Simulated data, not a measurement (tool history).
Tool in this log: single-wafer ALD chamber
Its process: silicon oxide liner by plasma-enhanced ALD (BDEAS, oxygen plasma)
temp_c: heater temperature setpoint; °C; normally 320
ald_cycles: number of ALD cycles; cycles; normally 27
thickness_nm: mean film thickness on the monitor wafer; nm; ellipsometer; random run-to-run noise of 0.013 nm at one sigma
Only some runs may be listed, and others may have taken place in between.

run   hour  temp_c  ald_cycles  wafers since the last listed run  hours since the last thermocouple change  hours since the gauge calibration  read-back reference wafer on the same gauge, thickness_nm  thickness_nm
  1    0.0     320          25                                 0                                    1746.0                              250.6                                                      2.959         2.412
  2   14.6     320          25                               115                                    1760.6                              265.2                                                      2.962         2.397
  3   27.8     320          27                               104                                    1773.8                              278.4                                                      2.958         2.578
  4   44.3     320          27                               131                                    1790.3                              294.9                                                      2.965         2.575
  5   57.0     320          27                               100                                    1803.0                              307.6                                                      2.966         2.565
  6   71.0     327          27                               111                                    1817.0                              321.6                                                      2.956         2.561
  7   77.7     327          27                                53                                    1823.7                              328.3                                                      2.956         2.573
  8   91.0     327          27                               105                                    1837.0                              341.6                                                      2.965         2.572
  9  105.2     320          27                               112                                    1851.2                              355.8                                                      2.958         2.610
 10  117.0     320          27                                93                                    1863.0                              367.6                                                      2.964         2.569
 11  130.2     320          27                               104                                    1876.2                              380.8                                                      2.958         2.599
 12  137.3     320          27                                56                                    1883.3                              387.9                                                      2.961         2.581
 13  151.8     330          27                               115                                    1897.8                              402.4                                                      2.962         2.583
 14  169.6     320          27                               141                                    1915.6                              420.2                                                      2.951         2.594
 15  175.6     320          27                                47                                    1921.6                              426.2                                                      2.954         2.571
 16  186.7     320          27                                88                                    1932.7                              437.3                                                      2.961         2.579
 17  203.7     317          25                               135                                    1949.7                              454.3                                                      2.958         2.428
 18  219.1     317          25                               122                                    1965.1                              469.7                                                      2.968         2.406
 19  234.5     320          27                               122                                    1980.5                              485.1                                                      2.957         2.592
 20  247.5     320          30                               103                                    1993.5                              498.1                                                      2.959         2.883
     247.6  -- gauge calibrated
 21  255.0     306          24                                59                                    2001.0                                7.4                                                      2.961         2.352
     268.5  -- thermocouple changed; heater temperature recalibrated
 22  271.6     332          24                                68                                       3.1                               24.0                                                      2.966         2.235
 23  321.4     324          32                               395                                      52.9                               73.8                                                      2.962         3.024
 24  333.1     320          32                                92                                      64.6                               85.5                                                      2.963         3.049
 25  349.8     315          24                               132                                      81.3                              102.2                                                      2.964         2.314
 26  364.7     331          22                               118                                      96.2                              117.1                                                      2.965         2.061
 27  380.0     326          22                               121                                     111.5                              132.4                                                      2.960         2.085
 28  391.3     330          32                                89                                     122.8                              143.7                                                      2.959         3.040
 29  397.5     332          22                                49                                     129.0                              149.9                                                      2.960         2.073
 30  413.4     320          25                               126                                     144.9                              165.8                                                      2.957         2.399
 31  436.6     320          22                               184                                     168.1                              189.0                                                      2.960         2.102
 32  446.3     320          29                                77                                     177.8                              198.7                                                      2.963         2.759
 33  455.6     329          27                                73                                     187.1                              208.0                                                      2.957         2.560
 34  475.8     335          23                               160                                     207.3                              228.2                                                      2.959         2.149
 35  493.2     327          27                               138                                     224.7                              245.6                                                      2.953         2.552
 36  502.0     320          27                                69                                     233.5                              254.4                                                      2.966         2.576
 37  512.7     331          27                                84                                     244.2                              265.1                                                      2.959         2.549
 38  522.1     330          32                                74                                     253.6                              274.5                                                      2.963         3.035

Branching from run 38: 3 alternative next runs. What would each branch give?
  A  522.5     305          27                                 3                                     254.0                              274.9                                                          ?             ?
  B  522.5     311          27                                 3                                     254.0                              274.9                                                          ?             ?
  C  522.5     309          25                                 3                                     254.0                              274.9                                                          ?             ?

run  read-back reference wafer on the same gauge, thickness_nm  thickness_nm
  A                                                      2.964         2.647
  B                                                      2.964         2.627
  C                                                      2.964         2.439
With the hidden condition removed and each run's random variation left untouched, the same runs would have given:
run  thickness_nm
  A         2.647
  B         2.627
  C         2.439

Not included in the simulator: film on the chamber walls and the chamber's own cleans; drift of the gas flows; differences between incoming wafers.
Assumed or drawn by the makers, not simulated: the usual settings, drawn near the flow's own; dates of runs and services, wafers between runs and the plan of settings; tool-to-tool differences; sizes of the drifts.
